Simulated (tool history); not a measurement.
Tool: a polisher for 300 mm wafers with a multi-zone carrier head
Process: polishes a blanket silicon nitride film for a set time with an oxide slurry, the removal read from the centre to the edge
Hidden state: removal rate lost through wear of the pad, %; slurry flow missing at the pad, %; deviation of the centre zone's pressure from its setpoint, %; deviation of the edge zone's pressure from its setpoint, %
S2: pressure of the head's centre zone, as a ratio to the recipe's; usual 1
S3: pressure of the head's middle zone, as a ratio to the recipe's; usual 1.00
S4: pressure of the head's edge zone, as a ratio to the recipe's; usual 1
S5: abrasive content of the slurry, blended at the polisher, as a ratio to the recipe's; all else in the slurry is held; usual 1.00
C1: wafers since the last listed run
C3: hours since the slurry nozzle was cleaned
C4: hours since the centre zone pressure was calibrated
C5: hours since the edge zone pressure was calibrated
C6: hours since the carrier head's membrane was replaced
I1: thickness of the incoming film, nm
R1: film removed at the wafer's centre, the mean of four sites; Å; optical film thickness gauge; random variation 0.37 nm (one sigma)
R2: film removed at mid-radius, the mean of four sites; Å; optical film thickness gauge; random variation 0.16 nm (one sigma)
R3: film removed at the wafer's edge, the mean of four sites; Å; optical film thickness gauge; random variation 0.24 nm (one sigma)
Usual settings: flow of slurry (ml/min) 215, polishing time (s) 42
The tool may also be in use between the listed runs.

Run 1, day 0.000: usual settings; C1 0; wafers polished on this pad 467; C3 570.3; C4 191.1; C5 311.5; C6 1275.6; I1 435.2. Result: R1 262 Å, R2 259 Å, R3 261 Å.
Run 2, day 2.300: usual settings; C1 934; wafers polished on this pad 1402; C3 625.5; C4 246.3; C5 366.7; C6 1330.8; I1 428.9. Result: R1 263 Å, R2 254 Å, R3 269 Å.
At day 5.196: slurry nozzle cleaned.
Run 3, day 6.104: usual settings; C1 1529; wafers polished on this pad 2931; C3 21.8; C4 337.6; C5 458.0; C6 1422.1; I1 433.3. Result: R1 280 Å, R2 268 Å, R3 275 Å.
Run 4, day 8.188: usual settings; C1 846; wafers polished on this pad 3778; C3 71.8; C4 387.6; C5 508.0; C6 1472.1; I1 426.4. Result: R1 275 Å, R2 269 Å, R3 272 Å.
At day 9.012: worn pad replaced by a new one.
Run 5, day 12.038: usual settings; C1 1497; wafers polished on this pad 1229; C3 164.2; C4 480.0; C5 600.4; C6 1564.5; I1 434.8. Result: R1 273 Å, R2 269 Å, R3 275 Å.
Run 6, day 14.846: usual settings; C1 1141; wafers polished on this pad 2370; C3 231.6; C4 547.4; C5 667.8; C6 1631.9; I1 428.9. Result: R1 272 Å, R2 269 Å, R3 275 Å.
At day 15.138: edge zone pressure recalibrated.
At day 17.125: carrier head's membrane replaced by a new one.
Run 7, day 17.146: usual settings; C1 816; wafers polished on this pad 3187; C3 286.8; C4 602.6; C5 48.2; C6 0.5; I1 428.3. Result: R1 273 Å, R2 268 Å, R3 274 Å.
Run 8, day 19.167: usual settings but S3 0.89, S5 0.80; C1 821; wafers polished on this pad 4008; C3 335.3; C4 651.1; C5 96.7; C6 49.0; I1 436.3. Result: R1 246 Å, R2 218 Å, R3 247 Å.
At day 19.500: worn pad replaced by a new one.
Run 9, day 21.704: usual settings but flow of slurry (ml/min) 185, S5 0.90; C1 963; wafers polished on this pad 896; C3 396.2; C4 712.0; C5 157.6; C6 109.9; I1 434.6. Result: R1 253 Å, R2 246 Å, R3 259 Å.
Run 10, day 25.296: usual settings but polishing time (s) 34; C1 1459; wafers polished on this pad 2356; C3 482.4; C4 798.2; C5 243.8; C6 196.1; I1 422.4. Result: R1 217 Å, R2 213 Å, R3 222 Å.
Run 11, day 27.946: usual settings; C1 1077; wafers polished on this pad 3433; C3 546.0; C4 861.8; C5 307.4; C6 259.7; I1 420.8. Result: R1 263 Å, R2 262 Å, R3 268 Å.
At day 30.000: worn pad replaced by a new one.
Run 12, day 30.812: usual settings but polishing time (s) 28; C1 1097; wafers polished on this pad 330; C3 614.8; C4 930.6; C5 376.2; C6 328.5; I1 426.9. Result: R1 176 Å, R2 172 Å, R3 179 Å.

Run 13 comes next. What will it give?
At day 38.038: slurry nozzle cleaned.
At day 38.675: centre zone pressure recalibrated.
At day 39.983: worn pad replaced by a new one.
At day 40.854: edge zone pressure recalibrated.
Run 13, day 42.938: usual settings but S5 0.85, polishing time (s) 51; C1 4775; wafers polished on this pad 1167; C3 117.6; C4 102.3; C5 50.0; C6 619.5; I1 429.5. Result: R1 ?, R2 ?, R3 ?.

{"run 13": {"R1": 312, "R2": 304, "R3": 308}}
Without the tool's hidden state the same run would have given R1 314 Å, R2 305 Å, R3 308 Å.
